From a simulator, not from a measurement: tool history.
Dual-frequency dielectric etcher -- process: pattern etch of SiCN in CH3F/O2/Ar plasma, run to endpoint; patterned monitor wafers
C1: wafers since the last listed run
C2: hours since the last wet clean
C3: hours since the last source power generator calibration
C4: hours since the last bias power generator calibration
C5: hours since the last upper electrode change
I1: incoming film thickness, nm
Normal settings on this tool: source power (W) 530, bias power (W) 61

Run 1, hour 0: usual settings but source power (W) 470, bias power (W) 57; C1 0; C2 343.3; C3 3338.1; C4 1994.1; C5 2466.1; I1 8.77. Result: endpoint time (s) 24.7.
At hour 6.3: wet clean of the chamber.
Run 2, hour 99.3: usual settings; C1 1314; C2 93; C3 3437.4; C4 2093.4; C5 2565.4; I1 8.92. Result: endpoint time (s) 22.6.
Run 3, hour 150.8: usual settings; C1 728; C2 144.5; C3 3488.9; C4 2144.9; C5 2616.9; I1 8.88. Result: endpoint time (s) 22.6.
Run 4, hour 200.5: usual settings; C1 702; C2 194.2; C3 3538.6; C4 2194.6; C5 2666.6; I1 8.81. Result: endpoint time (s) 22.5.
Run 5, hour 243.7: usual settings; C1 610; C2 237.4; C3 3581.8; C4 2237.8; C5 2709.8; I1 8.76. Result: endpoint time (s) 22.4.
Run 6, hour 301.9: usual settings; C1 822; C2 295.6; C3 3640; C4 2296; C5 2768; I1 8.73. Result: endpoint time (s) 22.4.
Run 7, hour 348.3: usual settings; C1 655; C2 342; C3 3686.4; C4 2342.4; C5 2814.4; I1 8.79. Result: endpoint time (s) 22.8.
Run 8, hour 395.5: usual settings; C1 667; C2 389.2; C3 3733.6; C4 2389.6; C5 2861.6; I1 8.88. Result: endpoint time (s) 23.1.
At hour 419.9: wet clean of the chamber.
Run 9, hour 430.9: usual settings; C1 161; C2 11; C3 3769; C4 2425; C5 2897; I1 8.74. Result: endpoint time (s) 22.
At hour 463.7: bias power generator calibrated.
Run 10, hour 464.2: usual settings; C1 414; C2 44.3; C3 3802.3; C4 0.5; C5 2930.3; I1 8.83. Result: endpoint time (s) 22.3.
Run 11, hour 529.5: usual settings; C1 923; C2 109.6; C3 3867.6; C4 65.8; C5 2995.6; I1 8.76. Result: endpoint time (s) 22.1.
Run 12, hour 587.1: usual settings but source power (W) 430, bias power (W) 75; C1 814; C2 167.2; C3 3925.2; C4 123.4; C5 3053.2; I1 8.79. Result: endpoint time (s) 22.9.
Run 13, hour 614.2: usual settings; C1 383; C2 194.3; C3 3952.3; C4 150.5; C5 3080.3; I1 8.77. Result: endpoint time (s) 22.4.
At hour 649.1: source power generator calibrated.
At hour 665.8: upper electrode replaced.
Run 14, hour 678.2: usual settings but source power (W) 580, bias power (W) 65; C1 611; C2 258.3; C3 29.1; C4 214.5; C5 12.4; I1 8.89. Result: endpoint time (s) 21.3.
Run 15, hour 724.4: usual settings but source power (W) 490, bias power (W) 65; C1 653; C2 304.5; C3 75.3; C4 260.7; C5 58.6; I1 8.82. Result: endpoint time (s) 23.1.
At hour 794.9: wet clean of the chamber.
Run 16, hour 852.4: usual settings but source power (W) 580; C1 1470; C2 57.5; C3 203.3; C4 388.7; C5 186.6; I1 8.86. Result: endpoint time (s) 21.3.
Run 17, hour 899.5: usual settings but source power (W) 410, bias power (W) 52; C1 665; C2 104.6; C3 250.4; C4 435.8; C5 233.7; I1 8.76. Result: endpoint time (s) 26.9.
Run 18, hour 934.3: usual settings but source power (W) 440, bias power (W) 71; C1 491; C2 139.4; C3 285.2; C4 470.6; C5 268.5; I1 8.77. Result: endpoint time (s) 22.8.
Run 19, hour 963.2: usual settings but source power (W) 410, bias power (W) 75; C1 408; C2 168.3; C3 314.1; C4 499.5; C5 297.4; I1 8.79. Result: endpoint time (s) 23.3.
Run 20, hour 1049.4: usual settings but source power (W) 600, bias power (W) 55; C1 1218; C2 254.5; C3 400.3; C4 585.7; C5 383.6; I1 8.81. Result: endpoint time (s) 22.
Run 21, hour 1103.8: usual settings but source power (W) 440, bias power (W) 48; C1 768; C2 308.9; C3 454.7; C4 640.1; C5 438; I1 8.79. Result: endpoint time (s) 27.4.

Branching from run 21: 3 alternative next runs. What would each branch give?
Run A, hour 1104.2: usual settings but source power (W) 620; C1 5; C2 309.3; C3 455.1; C4 640.5; C5 438.4; I1 8.82. Result: endpoint time (s) ?.
Run B, hour 1104.2: usual settings but source power (W) 570, bias power (W) 66; C1 5; C2 309.3; C3 455.1; C4 640.5; C5 438.4; I1 8.82. Result: endpoint time (s) ?.
Run C, hour 1104.2: usual settings but source power (W) 470, bias power (W) 75; C1 5; C2 309.3; C3 455.1; C4 640.5; C5 438.4; I1 8.82. Result: endpoint time (s) ?.

run  endpoint time (s)
  A                 21
  B               21.2
  C               22.1
What these runs would have given with no unlogged condition in the tool:
run  endpoint time (s)
  A               20.6
  B               20.8
  C               21.7

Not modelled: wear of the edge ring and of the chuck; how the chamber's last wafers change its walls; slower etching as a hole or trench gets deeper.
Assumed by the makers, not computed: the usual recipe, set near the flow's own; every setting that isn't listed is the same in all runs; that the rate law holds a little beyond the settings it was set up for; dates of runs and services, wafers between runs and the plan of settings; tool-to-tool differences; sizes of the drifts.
